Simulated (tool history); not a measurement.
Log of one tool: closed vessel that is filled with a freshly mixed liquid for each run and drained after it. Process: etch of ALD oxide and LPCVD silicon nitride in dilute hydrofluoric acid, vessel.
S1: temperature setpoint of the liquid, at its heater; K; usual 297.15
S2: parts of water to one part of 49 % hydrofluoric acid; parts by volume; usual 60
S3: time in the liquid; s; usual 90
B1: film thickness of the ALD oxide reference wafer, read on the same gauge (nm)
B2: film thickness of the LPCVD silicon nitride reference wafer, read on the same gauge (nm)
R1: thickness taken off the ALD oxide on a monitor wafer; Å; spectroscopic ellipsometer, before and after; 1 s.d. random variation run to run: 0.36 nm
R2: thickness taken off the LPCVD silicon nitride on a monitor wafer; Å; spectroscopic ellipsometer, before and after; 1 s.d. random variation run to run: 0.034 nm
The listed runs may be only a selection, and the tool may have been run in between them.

Run 1, hour 0: usual settings but S2 50 parts by volume; B1 140.54; B2 40.156. Result: R1 580.3 Å, R2 6.56 Å.
At hour 23.5: hydrofluoric acid flow meter replaced.
Run 2, hour 28.8: usual settings but S2 55 parts by volume; B1 140.74; B2 40.233. Result: R1 512.1 Å, R2 6.95 Å.
Run 3, hour 52.4: usual settings but S1 294.15 K; B1 140.89; B2 40.272. Result: R1 412 Å, R2 5.09 Å.
At hour 69: thermometer replaced.
Run 4, hour 73.9: usual settings but S1 294.65 K, S2 50 parts by volume; B1 140.98; B2 40.307. Result: R1 516.9 Å, R2 6.34 Å.
Run 5, hour 95.5: usual settings but S1 294.65 K, S2 35 parts by volume; B1 141.05; B2 40.258. Result: R1 758.1 Å, R2 8.85 Å.
Run 6, hour 129.6: usual settings; B1 141.31; B2 40.373. Result: R1 473.6 Å, R2 6.4 Å.
Run 7, hour 150.3: usual settings; B1 141.4; B2 40.403. Result: R1 476.8 Å, R2 6 Å.
Run 8, hour 169.7: usual settings but S1 301.15 K; B1 141.52; B2 40.447. Result: R1 558.8 Å, R2 7.67 Å.
Run 9, hour 203.2: usual settings but S1 301.15 K, S2 75 parts by volume; B1 141.7; B2 40.497. Result: R1 437.5 Å, R2 7.28 Å.
Run 10, hour 217.8: usual settings; B1 141.79; B2 40.503. Result: R1 472.1 Å, R2 6.47 Å.
Run 11, hour 238.1: usual settings but S1 300.15 K; B1 141.86; B2 40.579. Result: R1 540.3 Å, R2 8.01 Å.
Run 12, hour 255.6: usual settings but S1 295.65 K; B1 142.03; B2 40.543. Result: R1 442 Å, R2 5.66 Å.
Run 13, hour 289.2: usual settings but S2 40 parts by volume; B1 142.18; B2 40.609. Result: R1 745 Å, R2 8.12 Å.
Run 14, hour 322: usual settings but S2 50 parts by volume; B1 142.36; B2 40.665. Result: R1 577.4 Å, R2 7.22 Å.
Run 15, hour 337.3: usual settings; B1 142.46; B2 40.648. Result: R1 471.3 Å, R2 5.82 Å.
Run 16, hour 364.3: usual settings; B1 142.59; B2 40.767. Result: R1 480.6 Å, R2 5.76 Å.
Run 17, hour 395.5: usual settings; B1 142.78; B2 40.772. Result: R1 479.7 Å, R2 6.53 Å.
Run 18, hour 418.7: usual settings but S1 293.65 K, S3 115 s; B1 142.89; B2 40.865. Result: R1 532.4 Å, R2 6.02 Å.
Run 19, hour 449.6: usual settings but S1 301.15 K, S2 70 parts by volume, S3 130 s; B1 143.06; B2 40.82. Result: R1 684 Å, R2 11.04 Å.
Run 20, hour 478.2: usual settings but S1 293.15 K, S2 75 parts by volume, S3 145 s; B1 143.22; B2 40.911. Result: R1 514.8 Å, R2 5.64 Å.
Run 21, hour 495.5: usual settings but S1 301.15 K, S2 75 parts by volume; B1 143.35; B2 40.921. Result: R1 444.5 Å, R2 6.39 Å.
Run 22, hour 515.3: usual settings but S1 301.15 K; B1 143.49; B2 41.002. Result: R1 563.7 Å, R2 8.61 Å.
Run 23, hour 536.5: usual settings but S1 301.65 K; B1 143.53; B2 41.038. Result: R1 576.9 Å, R2 8.7 Å.
Run 24, hour 551.9: usual settings but S1 300.65 K, S3 105 s; B1 143.69; B2 41.071. Result: R1 640 Å, R2 9.79 Å.
Run 25, hour 575.3: usual settings but S1 299.15 K, S3 140 s; B1 143.75; B2 41.085. Result: R1 812.7 Å, R2 12.44 Å.
Run 26, hour 599.8: usual settings but S1 293.65 K, S2 75 parts by volume, S3 50 s; B1 143.94; B2 41.144. Result: R1 184.5 Å, R2 2.27 Å.
Run 27, hour 617.2: usual settings but S1 299.65 K, S2 50 parts by volume; B1 144.05; B2 41.166. Result: R1 645.4 Å, R2 8.66 Å.

Pick out some run-to-run changes in R1. Of each, how much would a tool without hidden state show as well, from the settings, what came in and chance, and how much is left for the hidden state and any gauge scatter not in both results compared?
Unlogged tool condition in this case: liquid hotter than its thermometer reads (K); hydrofluoric acid flow below the setpoint (%); gauge reads high (%).
Run 25 -> 26: S1 299.15 -> 293.65, S2 60 -> 75, S3 140 -> 50. R1 -628.2 Å: hidden state -16.4, all else -611.8.
Run 26 -> 27: S1 293.65 -> 299.65, S2 75 -> 50, S3 50 -> 90. R1 +460.9 Å: hidden state +13, all else +447.9.
